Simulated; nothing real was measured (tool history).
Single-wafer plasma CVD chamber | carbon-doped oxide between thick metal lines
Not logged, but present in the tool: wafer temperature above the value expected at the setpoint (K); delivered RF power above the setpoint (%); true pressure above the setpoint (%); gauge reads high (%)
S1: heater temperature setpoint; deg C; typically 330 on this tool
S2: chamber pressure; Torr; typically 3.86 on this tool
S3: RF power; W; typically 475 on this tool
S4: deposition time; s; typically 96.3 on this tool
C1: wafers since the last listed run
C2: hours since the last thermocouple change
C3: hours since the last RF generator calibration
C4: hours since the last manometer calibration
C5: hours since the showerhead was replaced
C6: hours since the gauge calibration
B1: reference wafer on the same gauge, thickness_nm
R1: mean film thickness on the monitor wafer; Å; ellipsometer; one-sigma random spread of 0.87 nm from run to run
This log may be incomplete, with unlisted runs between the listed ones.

run   hour   S1    S2   S3     S4   C1      C2      C3      C4      C5    C6       B1       R1
  1    0.0  330  3.86  475   96.3    0  2627.1  1339.3  1692.5  5466.5  53.0  579.808  4925.05
  2   10.9  330  3.86  475   96.3  156  2638.0  1350.2  1703.4  5477.4  63.9  580.071  4900.69
  3   18.7  330  3.86  475   96.3  112  2645.8  1358.0  1711.2  5485.2  71.7  580.064  4899.94
  4   33.6  330  3.86  475   96.3  214  2660.7  1372.9  1726.1  5500.1  86.6  580.300  4894.59
  5   40.7  330  3.86  475   96.3  102  2667.8  1380.0  1733.2  5507.2  93.7  580.110  4892.35
      54.9  -- gauge calibrated
      55.7  -- showerhead replaced
      64.0  -- capacitance manometer re-zeroed and calibrated
  6   64.5  330  3.86  475   96.3  112  2691.6  1403.8     0.5     8.8   9.6  579.976  4885.01
  7   69.8  330  3.86  475   96.3   76  2696.9  1409.1     5.8    14.1  14.9  580.111  4876.72
      81.4  -- RF generator calibrated
  8   85.0  330  3.86  475   96.3  103  2712.1     3.6    21.0    29.3  30.1  579.787  4672.49
  9  100.8  324  3.86  525   96.3  227  2727.9    19.4    36.8    45.1  45.9  579.946  5168.28
     116.9  -- RF generator calibrated, repeated, since the last time left the tool worse
 10  117.4  330  3.86  475   96.3  123  2744.5     0.5    53.4    61.7  62.5  580.177  5104.40
     125.5  -- thermocouple changed; heater temperature recalibrated
 11  126.7  330  3.86  475   96.3   18     1.2     9.8    62.7    71.0  71.8  579.964  5095.10
 12  132.8  330  3.17  475   96.3   87     7.3    15.9    68.8    77.1  77.9  579.898  4950.27
 13  142.8  337  3.86  475  103.0  143    17.3    25.9    78.8    87.1  87.9  579.987  5335.49
     150.0  -- gauge calibrated
 14  160.4  336  4.23  385  107.4  253    34.9    43.5    96.4   104.7  10.4  580.141  4705.04

Predict each of these 5 candidate next runs independently; none follows another, all start after run 14:
  A  160.8  330  3.86  475   96.3   5  35.3  43.9  96.8  105.1  10.8   ?   ?
  B  160.8  330  3.05  560  105.7   5  35.3  43.9  96.8  105.1  10.8   ?   ?
  C  160.8  340  3.50  450   82.5   5  35.3  43.9  96.8  105.1  10.8   ?   ?
  D  160.8  338  3.86  565   96.3   5  35.3  43.9  96.8  105.1  10.8   ?   ?
  E  160.8  317  4.28  550   96.3   5  35.3  43.9  96.8  105.1  10.8   ?   ?

run       B1       R1
  A  579.988  5092.22
  B  579.988  6082.72
  C  579.988  3993.01
  D  579.988  5639.91
  E  579.988  6036.92
Take away the tool's hidden state, keep each run's random variation, and the runs would have read:
run       R1
  A  5119.91
  B  6114.07
  C  4018.21
  D  5668.98
  E  6068.04

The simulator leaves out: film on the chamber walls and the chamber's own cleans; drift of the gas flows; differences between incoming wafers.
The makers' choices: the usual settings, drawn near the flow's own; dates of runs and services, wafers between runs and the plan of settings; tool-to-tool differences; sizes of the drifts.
